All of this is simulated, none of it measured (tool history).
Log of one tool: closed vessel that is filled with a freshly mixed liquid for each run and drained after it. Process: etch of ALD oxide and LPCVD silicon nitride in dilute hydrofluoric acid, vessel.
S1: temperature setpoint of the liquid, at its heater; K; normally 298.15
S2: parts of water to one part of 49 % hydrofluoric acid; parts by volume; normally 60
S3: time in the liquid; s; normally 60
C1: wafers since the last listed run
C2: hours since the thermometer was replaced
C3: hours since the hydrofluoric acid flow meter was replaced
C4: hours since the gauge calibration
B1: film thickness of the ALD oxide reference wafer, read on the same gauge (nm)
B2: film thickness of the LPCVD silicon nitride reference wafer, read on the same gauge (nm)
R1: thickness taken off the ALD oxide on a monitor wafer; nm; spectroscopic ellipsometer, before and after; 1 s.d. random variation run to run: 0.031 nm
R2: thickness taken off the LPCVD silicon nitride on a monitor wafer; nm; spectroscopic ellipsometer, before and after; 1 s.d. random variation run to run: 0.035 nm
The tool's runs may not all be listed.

Run 1, hour 0: usual settings; C1 0; C2 2056.9; C3 610.6; C4 68.6; B1 60.02; B2 140.005. Result: R1 12.35 nm, R2 0.376 nm.
Run 2, hour 20.8: usual settings; C1 1417; C2 2077.7; C3 631.4; C4 89.4; B1 60; B2 139.989. Result: R1 12.28 nm, R2 0.349 nm.
Run 3, hour 35.1: usual settings; C1 974; C2 2092; C3 645.7; C4 103.7; B1 59.94; B2 139.994. Result: R1 12.31 nm, R2 0.405 nm.
Run 4, hour 49.8: usual settings but S3 85 s; C1 1001; C2 2106.7; C3 660.4; C4 118.4; B1 59.97; B2 140.007. Result: R1 17.31 nm, R2 0.531 nm.
At hour 52: gauge calibrated.
Run 5, hour 63.6: usual settings but S3 85 s; C1 940; C2 2120.5; C3 674.2; C4 11.6; B1 60.01; B2 139.995. Result: R1 17.25 nm, R2 0.595 nm.
Run 6, hour 76.5: usual settings; C1 879; C2 2133.4; C3 687.1; C4 24.5; B1 59.99; B2 139.995. Result: R1 12.12 nm, R2 0.415 nm.
Run 7, hour 87.8: usual settings; C1 770; C2 2144.7; C3 698.4; C4 35.8; B1 60.03; B2 139.981. Result: R1 12.12 nm, R2 0.386 nm.
Run 8, hour 97.9: usual settings but S1 300.65 K; C1 688; C2 2154.8; C3 708.5; C4 45.9; B1 59.97; B2 140.001. Result: R1 13.35 nm, R2 0.433 nm.
Run 9, hour 107.3: usual settings but S1 299.65 K, S2 35 parts by volume, S3 40 s; C1 640; C2 2164.2; C3 717.9; C4 55.3; B1 60.01; B2 140.004. Result: R1 15.2 nm, R2 0.473 nm.
At hour 114.9: thermometer replaced.
Run 10, hour 115.4: usual settings; C1 483; C2 0.5; C3 726; C4 63.4; B1 60; B2 139.996. Result: R1 13.59 nm, R2 0.497 nm.
Run 11, hour 125.1: usual settings but S2 70 parts by volume; C1 661; C2 10.2; C3 735.7; C4 73.1; B1 60.01; B2 139.986. Result: R1 11.51 nm, R2 0.404 nm.
At hour 130: hydrofluoric acid flow meter replaced.
Run 12, hour 141.6: usual settings but S3 80 s; C1 1056; C2 26.7; C3 11.6; C4 89.6; B1 60.03; B2 140.008. Result: R1 20.64 nm, R2 0.711 nm.
Run 13, hour 149: usual settings but S1 300.65 K, S2 50 parts by volume, S3 35 s; C1 504; C2 34.1; C3 19; C4 97; B1 59.99; B2 139.992. Result: R1 12.14 nm, R2 0.457 nm.
At hour 150.3: gauge calibrated.
Run 14, hour 166.7: usual settings but S1 300.15 K, S2 70 parts by volume; C1 1206; C2 51.8; C3 36.7; C4 16.4; B1 60; B2 139.987. Result: R1 14.08 nm, R2 0.501 nm.

How the hidden state differs across the entries between the runs, from the last listed run before each to the first after it:
Run 4 -> run 5: gauge calibrated (hour 52)
  liquid colder than its thermometer reads (K): 2.98 -> 2.99; hydrofluoric acid flow below the setpoint (%): 10.4 -> 10.6
  measured value less the no-hidden-state value, R1: -4.72 -> -4.76 nm; R2: -0.192 -> -0.218 nm
Run 9 -> run 10: thermometer replaced (hour 114.9)
  liquid colder than its thermometer reads (K): 3.05 -> 0.0199; hydrofluoric acid flow below the setpoint (%): 11.2 -> 11.4
  measured value less the no-hidden-state value, R1: -4.34 -> -1.91 nm; R2: -0.179 -> -0.064 nm
Run 11 -> run 12: hydrofluoric acid flow meter replaced (hour 130)
  liquid colder than its thermometer reads (K): 0.0321 -> 0.0527; hydrofluoric acid flow below the setpoint (%): 11.5 -> 0.342
  measured value less the no-hidden-state value, R1: -1.66 -> -0.12 nm; R2: -0.052 -> -0.005 nm
Run 13 -> run 14: gauge calibrated (hour 150.3)
  liquid colder than its thermometer reads (K): 0.062 -> 0.0842; hydrofluoric acid flow below the setpoint (%): 0.444 -> 0.691
  measured value less the no-hidden-state value, R1: -0.08 -> -0.15 nm; R2: -0.004 -> -0.006 nm
